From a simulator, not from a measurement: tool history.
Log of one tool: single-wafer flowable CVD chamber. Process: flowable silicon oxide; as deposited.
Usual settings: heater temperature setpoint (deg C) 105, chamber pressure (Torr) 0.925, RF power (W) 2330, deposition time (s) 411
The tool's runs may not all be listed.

run	hour	heater temperature setpoint (deg C)	chamber pressure (Torr)	RF power (W)	deposition time (s)	wafers since the last listed run	hours since the last thermocouple change	hours since the last RF generator calibration	hours since the last manometer calibration	hours since the showerhead was replaced	hours since the gauge calibration	read-back reference wafer on the same gauge, thickness_nm	mean film thickness on the monitor wafer (Å)
1	0.0	105	0.925	2330	372	0	561.0	188.3	1896.3	6465.1	1751.6	287.992	2326.91
2	42.3	105	0.925	2525	411	196	603.3	230.6	1938.6	6507.4	1793.9	287.995	2610.98
3	138.3	105	0.925	2330	411	445	699.3	326.6	2034.6	6603.4	1889.9	288.073	2585.87
4	199.3	105	0.925	2330	411	282	760.3	387.6	2095.6	6664.4	1950.9	287.960	2590.72
5	273.0	105	0.925	2330	411	341	834.0	461.3	2169.3	6738.1	2024.6	287.808	2585.62
6	369.0	105	0.925	2330	411	445	930.0	557.3	2265.3	6834.1	2120.6	288.001	2593.40
7	421.4	105	0.925	2330	411	242	982.4	609.7	2317.7	6886.5	2173.0	287.953	2610.83
# hour 445.2: gauge calibrated
8	480.6	105	0.925	2330	411	274	1041.6	668.9	2376.9	6945.7	35.4	287.940	2600.70
9	556.1	105	0.925	2330	411	349	1117.1	744.4	2452.4	7021.2	110.9	288.008	2615.41
10	610.8	105	0.925	2330	411	253	1171.8	799.1	2507.1	7075.9	165.6	287.985	2600.76
# hour 639.9: showerhead replaced
11	689.6	105	0.925	2330	411	328	1250.6	877.9	2585.9	49.7	244.4	288.087	2623.98
# hour 721.0: capacitance manometer re-zeroed and calibrated
# hour 737.7: thermocouple changed; heater temperature recalibrated
12	833.9	105	0.925	2330	411	594	96.2	1022.2	112.9	194.0	388.7	287.955	2372.08
13	893.3	109	0.816	2330	411	275	155.6	1081.6	172.3	253.4	448.1	287.967	1826.03
14	951.4	105	0.819	2330	411	269	213.7	1139.7	230.4	311.5	506.2	288.126	2143.95
15	989.2	112	0.741	2110	451	175	251.5	1177.5	268.2	349.3	544.0	287.968	1643.96
16	1058.6	105	1.125	2330	477	321	320.9	1246.9	337.6	418.7	613.4	288.004	3291.52
# hour 1067.9: capacitance manometer re-zeroed and calibrated, repeated, since the last time left the tool worse
17	1156.3	105	0.925	2330	411	415	418.6	1344.6	88.4	516.4	711.1	288.032	2518.39
18	1195.6	105	0.925	2330	411	182	457.9	1383.9	127.7	555.7	750.4	287.989	2532.64
19	1244.6	93	1.140	2075	411	227	506.9	1432.9	176.7	604.7	799.4	288.018	4720.30
20	1302.2	93	0.925	2330	376	267	564.5	1490.5	234.3	662.3	857.0	287.994	3632.79
# hour 1313.2: RF generator calibrated
21	1366.7	93	0.751	2330	377	261	629.0	53.5	298.8	726.8	921.5	288.072	3059.31
22	1660.1	105	0.925	2330	411	1360	922.4	346.9	592.2	1020.2	1214.9	288.027	2537.14
23	1733.8	105	0.925	2330	411	341	996.1	420.6	665.9	1093.9	1288.6	288.061	2534.43
24	1803.6	105	1.082	2130	381	323	1065.9	490.4	735.7	1163.7	1358.4	287.984	2679.80
25	1888.2	105	0.925	2330	411	392	1150.5	575.0	820.3	1248.3	1443.0	288.045	2535.61
26	1947.3	105	1.073	2715	411	273	1209.6	634.1	879.4	1307.4	1502.1	287.988	2958.28
27	2021.2	105	0.925	2195	411	342	1283.5	708.0	953.3	1381.3	1576.0	288.109	2552.13

5 ways to go on from here, each from the tool as it stands after run 27. What would each give?
A	2021.7	93	0.925	2330	411	2	1284.0	708.5	953.8	1381.8	1576.5	?	?
B	2021.7	105	1.044	2330	411	2	1284.0	708.5	953.8	1381.8	1576.5	?	?
C	2021.7	105	0.925	2330	336	2	1284.0	708.5	953.8	1381.8	1576.5	?	?
D	2021.7	105	0.770	2330	411	2	1284.0	708.5	953.8	1381.8	1576.5	?	?
E	2021.7	98	1.109	2495	379	2	1284.0	708.5	953.8	1381.8	1576.5	?	?

run	read-back reference wafer on the same gauge, thickness_nm	mean film thickness on the monitor wafer (Å)
A	287.900	4021.29
B	287.900	2835.58
C	287.900	2084.55
D	287.900	2177.77
E	287.900	3618.54
Without the tool's hidden state the same runs would have given:
run	mean film thickness on the monitor wafer (Å)
A	3959.35
B	2791.91
C	2052.44
D	2142.56
E	3567.55
